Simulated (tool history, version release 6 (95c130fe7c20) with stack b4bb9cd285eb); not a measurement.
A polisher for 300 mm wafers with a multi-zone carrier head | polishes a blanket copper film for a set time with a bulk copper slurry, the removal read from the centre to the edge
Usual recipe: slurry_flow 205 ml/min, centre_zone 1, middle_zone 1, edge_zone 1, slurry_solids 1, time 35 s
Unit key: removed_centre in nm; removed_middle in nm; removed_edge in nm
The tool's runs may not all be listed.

run    day  slurry_flow  centre_zone  middle_zone  edge_zone  slurry_solids  time  incoming thickness of the incoming film, nm  removed_centre  removed_middle  removed_edge
  1      0          205            1            1          1              1    35                                       3390.1           208.8           206.6         208.6
  2  1.308          205            1            1          1              1    35                                       3428.6           204.9           206.6         206.3
  3  2.033          205         1.08            1          1              1    28                                       3403.4             176           166.9         162.9
  4  2.696          205            1            1          1              1    35                                       3419.9           203.9           205.4         205.2
  5  3.958          205            1            1          1              1    35                                       3382.6           201.9           203.1         204.4
     4.446  -- worn pad replaced by a new one
  6  4.892          205            1            1          1              1    35                                       3399.5           203.6           201.4         205.2
     5.883  -- carrier head's membrane replaced by a new one
     6.175  -- slurry nozzle cleaned
  7  6.188          205            1            1          1              1    35                                       3374.5           214.9           211.9         212.9
  8  6.921          205            1            1          1              1    35                                         3391           211.4           210.9         206.4
  9  7.671          205            1            1          1            0.8    35                                         3352           205.1           205.6           203
 10  8.408          205            1         0.95          1              1    35                                       3417.8           210.3           205.1         209.8

Estimate the outcome of run 11 from the log above:
 11  9.283          160         1.07         1.03       1.06              1    35                                       3421.2               ?               ?             ?

{"run 11": {"removed_centre": 214.5, "removed_middle": 202.3, "removed_edge": 206.9}}
Were there no unlogged condition in the tool, this run, its random variation unchanged, would have produced removed_centre 220.3 nm, removed_middle 207.1 nm, removed_edge 210.4 nm.
